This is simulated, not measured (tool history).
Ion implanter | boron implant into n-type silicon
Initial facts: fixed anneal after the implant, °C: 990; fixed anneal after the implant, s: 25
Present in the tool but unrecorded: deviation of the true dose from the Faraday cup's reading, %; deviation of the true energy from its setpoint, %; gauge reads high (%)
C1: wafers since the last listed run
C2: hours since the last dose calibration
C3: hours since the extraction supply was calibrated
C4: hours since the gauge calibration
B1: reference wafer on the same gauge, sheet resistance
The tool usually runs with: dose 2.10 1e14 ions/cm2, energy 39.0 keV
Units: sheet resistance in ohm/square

run 1 day=0.000 | dose=1.71 energy=43.5 | C1=0 C2=1235.9 C3=2835.8 C4=42.2 | B1=371.82 | sheet_resistance=467.85
run 2 day=1.567 | dose=1.71 energy=43.5 | C1=313 C2=1273.5 C3=2873.4 C4=79.8 | B1=372.23 | sheet_resistance=469.69
run 3 day=3.088 | dose=1.71 energy=43.5 | C1=304 C2=1310.0 C3=2909.9 C4=116.3 | B1=371.64 | sheet_resistance=472.30
run 4 day=4.242 | dose=2.32 energy=39.0 | C1=230 C2=1337.7 C3=2937.6 C4=144.0 | B1=371.53 | sheet_resistance=385.53
run 5 day=6.779 | dose=2.32 energy=39.0 | C1=507 C2=1398.6 C3=2998.5 C4=204.9 | B1=371.17 | sheet_resistance=382.19
run 6 day=8.696 | dose=2.10 energy=39.0 | C1=383 C2=1444.6 C3=3044.5 C4=250.9 | B1=372.65 | sheet_resistance=409.25
run 7 day=10.088 | dose=2.10 energy=39.0 | C1=278 C2=1478.0 C3=3077.9 C4=284.3 | B1=371.75 | sheet_resistance=411.30
run 8 day=11.517 | dose=2.10 energy=39.0 | C1=285 C2=1512.3 C3=3112.2 C4=318.6 | B1=373.11 | sheet_resistance=413.72
run 9 day=14.450 | dose=2.10 energy=30.5 | C1=586 C2=1582.7 C3=3182.6 C4=389.0 | B1=372.72 | sheet_resistance=423.90
run 10 day=16.883 | dose=2.10 energy=30.5 | C1=486 C2=1641.1 C3=3241.0 C4=447.4 | B1=372.88 | sheet_resistance=424.98
-- day=18.588 Faraday cup replaced and dose calibrated
run 11 day=18.608 | dose=2.10 energy=30.5 | C1=278 C2=0.5 C3=3282.4 C4=488.8 | B1=371.54 | sheet_resistance=430.16
run 12 day=20.004 | dose=2.10 energy=32.5 | C1=279 C2=34.0 C3=3315.9 C4=522.3 | B1=372.55 | sheet_resistance=417.50
run 13 day=22.288 | dose=2.10 energy=32.5 | C1=456 C2=88.8 C3=3370.7 C4=577.1 | B1=372.36 | sheet_resistance=419.76
run 14 day=24.946 | dose=2.28 energy=29.5 | C1=531 C2=152.6 C3=3434.5 C4=640.9 | B1=372.04 | sheet_resistance=405.02
run 15 day=25.950 | dose=1.71 energy=43.5 | C1=200 C2=176.7 C3=3458.6 C4=665.0 | B1=373.25 | sheet_resistance=468.85
run 16 day=27.133 | dose=2.10 energy=39.0 | C1=236 C2=205.1 C3=3487.0 C4=693.4 | B1=372.09 | sheet_resistance=416.40
-- day=27.675 extraction supply calibrated
run 17 day=29.633 | dose=1.51 energy=39.0 | C1=433 C2=265.1 C3=47.0 C4=753.4 | B1=371.88 | sheet_resistance=520.05
-- day=30.288 gauge calibrated
run 18 day=32.600 | dose=1.47 energy=27.0 | C1=593 C2=336.3 C3=118.2 C4=55.5 | B1=371.47 | sheet_resistance=566.34
run 19 day=33.667 | dose=1.88 energy=32.5 | C1=213 C2=361.9 C3=143.8 C4=81.1 | B1=371.22 | sheet_resistance=455.15
run 20 day=35.917 | dose=2.37 energy=39.0 | C1=449 C2=415.9 C3=197.8 C4=135.1 | B1=371.94 | sheet_resistance=381.63
run 21 day=37.783 | dose=2.33 energy=49.5 | C1=373 C2=460.7 C3=242.6 C4=179.9 | B1=372.34 | sheet_resistance=368.71
run 22 day=39.046 | dose=2.10 energy=39.0 | C1=252 C2=491.0 C3=272.9 C4=210.2 | B1=370.94 | sheet_resistance=415.16
run 23 day=47.500 | dose=2.10 energy=51.5 | C1=1689 C2=693.9 C3=475.8 C4=413.1 | B1=372.88 | sheet_resistance=396.30
run 24 day=49.938 | dose=1.59 energy=25.5 | C1=487 C2=752.4 C3=534.3 C4=471.6 | B1=371.65 | sheet_resistance=546.43
run 25 day=51.896 | dose=1.89 energy=32.5 | C1=391 C2=799.4 C3=581.3 C4=518.6 | B1=372.30 | sheet_resistance=461.12
run 26 day=53.296 | dose=2.10 energy=39.0 | C1=279 C2=833.0 C3=614.9 C4=552.2 | B1=371.43 | sheet_resistance=412.33
run 27 day=55.017 | dose=2.26 energy=39.0 | C1=343 C2=874.3 C3=656.2 C4=593.5 | B1=372.45 | sheet_resistance=391.35

Hidden condition of the tool, last listed run before each entry between runs versus first listed run after:
Runs 10 to 11: Faraday cup replaced and dose calibrated (day 18.588)
  no difference in the tool's unlogged condition between these two runs
Runs 16 to 17: extraction supply calibrated (day 27.675)
  no difference in the tool's unlogged condition between these two runs
Runs 17 to 18: gauge calibrated (day 30.288)
  no difference in the tool's unlogged condition between these two runs

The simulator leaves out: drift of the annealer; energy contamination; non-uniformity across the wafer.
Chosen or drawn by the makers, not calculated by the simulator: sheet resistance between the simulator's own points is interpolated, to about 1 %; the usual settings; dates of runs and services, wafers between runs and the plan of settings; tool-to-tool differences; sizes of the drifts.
